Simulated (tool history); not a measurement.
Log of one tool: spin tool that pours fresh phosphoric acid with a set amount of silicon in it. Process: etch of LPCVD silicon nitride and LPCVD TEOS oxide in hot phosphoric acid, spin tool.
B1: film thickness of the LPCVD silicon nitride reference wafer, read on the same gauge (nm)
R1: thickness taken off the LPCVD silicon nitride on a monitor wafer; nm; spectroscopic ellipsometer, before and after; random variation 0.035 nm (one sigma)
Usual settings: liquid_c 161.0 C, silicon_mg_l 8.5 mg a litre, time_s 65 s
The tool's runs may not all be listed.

run 1 hour=0.0 | liquid_c=161.0 silicon_mg_l=8.5 time_s=65 | B1=100.00 | R1=5.28
run 2 hour=22.9 | liquid_c=161.0 silicon_mg_l=8.5 time_s=65 | B1=100.00 | R1=5.25
run 3 hour=55.9 | liquid_c=161.0 silicon_mg_l=8.5 time_s=65 | B1=100.00 | R1=5.23
run 4 hour=68.7 | liquid_c=161.0 silicon_mg_l=8.5 time_s=65 | B1=99.97 | R1=5.23
run 5 hour=93.4 | liquid_c=161.0 silicon_mg_l=8.5 time_s=65 | B1=100.00 | R1=5.17
-- hour=111.0 thermometer replaced
run 6 hour=117.5 | liquid_c=161.0 silicon_mg_l=8.5 time_s=95 | B1=100.01 | R1=7.62
-- hour=120.4 gauge calibrated
run 7 hour=130.1 | liquid_c=161.0 silicon_mg_l=8.5 time_s=95 | B1=100.00 | R1=7.58
-- hour=136.0 heated supply line repaired
run 8 hour=145.9 | liquid_c=161.0 silicon_mg_l=11.0 time_s=65 | B1=99.99 | R1=6.02
run 9 hour=167.4 | liquid_c=163.5 silicon_mg_l=4.5 time_s=50 | B1=100.00 | R1=4.96
run 10 hour=195.1 | liquid_c=162.0 silicon_mg_l=6.5 time_s=85 | B1=100.02 | R1=8.07
-- hour=206.5 dissolved silicon flow meter replaced
run 11 hour=208.1 | liquid_c=159.5 silicon_mg_l=8.5 time_s=65 | B1=99.98 | R1=5.67
run 12 hour=236.8 | liquid_c=161.0 silicon_mg_l=8.5 time_s=65 | B1=99.98 | R1=5.99
run 13 hour=249.0 | liquid_c=158.5 silicon_mg_l=8.5 time_s=80 | B1=100.02 | R1=6.66
run 14 hour=270.6 | liquid_c=161.0 silicon_mg_l=8.5 time_s=65 | B1=100.03 | R1=5.91

3 ways to go on from here, each from the tool as it stands after run 14. What would each give?
run A hour=271.0 | liquid_c=161.0 silicon_mg_l=8.5 time_s=65 | B1=? | R1=?
run B hour=271.0 | liquid_c=159.0 silicon_mg_l=14.0 time_s=25 | B1=? | R1=?
run C hour=271.0 | liquid_c=161.0 silicon_mg_l=3.5 time_s=65 | B1=? | R1=?

run=A B1=99.97 R1=5.92
run=B B1=99.97 R1=2.13
run=C B1=99.97 R1=5.92
Without the tool's hidden state the same runs would have given:
run=A R1=6.07
run=B R1=2.18
run=C R1=6.07
